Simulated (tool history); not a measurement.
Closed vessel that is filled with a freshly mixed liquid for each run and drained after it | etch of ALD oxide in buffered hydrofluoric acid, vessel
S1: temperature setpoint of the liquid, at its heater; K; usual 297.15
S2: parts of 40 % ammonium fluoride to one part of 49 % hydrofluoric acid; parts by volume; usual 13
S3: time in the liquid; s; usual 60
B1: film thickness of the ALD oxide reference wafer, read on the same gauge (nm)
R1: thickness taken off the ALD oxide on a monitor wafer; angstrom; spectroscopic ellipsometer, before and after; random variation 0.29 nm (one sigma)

| run | hour | S1 | S2 | S3 | B1 | R1 |
|---|---|---|---|---|---|---|
| 1 | 0 | 300.15 | 13 | 80 | 120 | 1035.2 |
| 2 | 30.5 | 300.15 | 13 | 80 | 120 | 1045.3 |
| 3 | 65.1 | 297.15 | 13 | 60 | 120.03 | 663.9 |
| 4 | 92.9 | 297.15 | 13 | 60 | 120 | 668.8 |
| 5 | 124.1 | 297.15 | 13 | 60 | 120.03 | 662.3 |
| 6 | 155 | 297.15 | 13 | 60 | 120.02 | 660.4 |
| 7 | 170.4 | 297.15 | 13 | 60 | 120 | 665 |
| 8 | 204 | 297.15 | 13 | 60 | 119.96 | 655.8 |
|  | 209.3 | hydrofluoric acid flow meter replaced |
|  | 218 | gauge calibrated |
| 9 | 233.5 | 297.15 | 13 | 60 | 120 | 657.7 |
| 10 | 247.6 | 294.65 | 11.5 | 45 | 120.01 | 485.2 |
| 11 | 330.6 | 301.15 | 15 | 30 | 119.98 | 352.7 |
| 12 | 357.7 | 297.15 | 13 | 60 | 120 | 662.9 |
|  | 363.1 | thermometer replaced |
| 13 | 383.3 | 301.15 | 10 | 35 | 120 | 634.1 |
| 14 | 397.9 | 297.15 | 8 | 60 | 120.04 | 1065.9 |
| 15 | 431 | 293.65 | 13 | 60 | 119.98 | 557.5 |
| 16 | 459.5 | 297.15 | 13 | 60 | 120 | 677.4 |
| 17 | 474.1 | 297.15 | 16 | 85 | 119.99 | 781.1 |
| 18 | 505.4 | 297.15 | 13 | 80 | 119.99 | 897.6 |

Measured less the same run without the tool's hidden state. The same run-to-run variation is in both; the gauge's scatter may not be:
The hidden state here: liquid colder than its thermometer reads (K); hydrofluoric acid flow below the setpoint (%); gauge reads high (%).
| run | R1 |
|---|---|
| 1 | -23.6 |
| 2 | -25.5 |
| 3 | -17.3 |
| 4 | -18.1 |
| 5 | -19.1 |
| 6 | -19.8 |
| 7 | -20.3 |
| 8 | -21.1 |
| 9 | -21.9 |
| 10 | -16.7 |
| 11 | -13.1 |
| 12 | -25.8 |
| 13 | -4.4 |
| 14 | -8.2 |
| 15 | -5.4 |
| 16 | -7 |
| 17 | -8.6 |
| 18 | -10.9 |
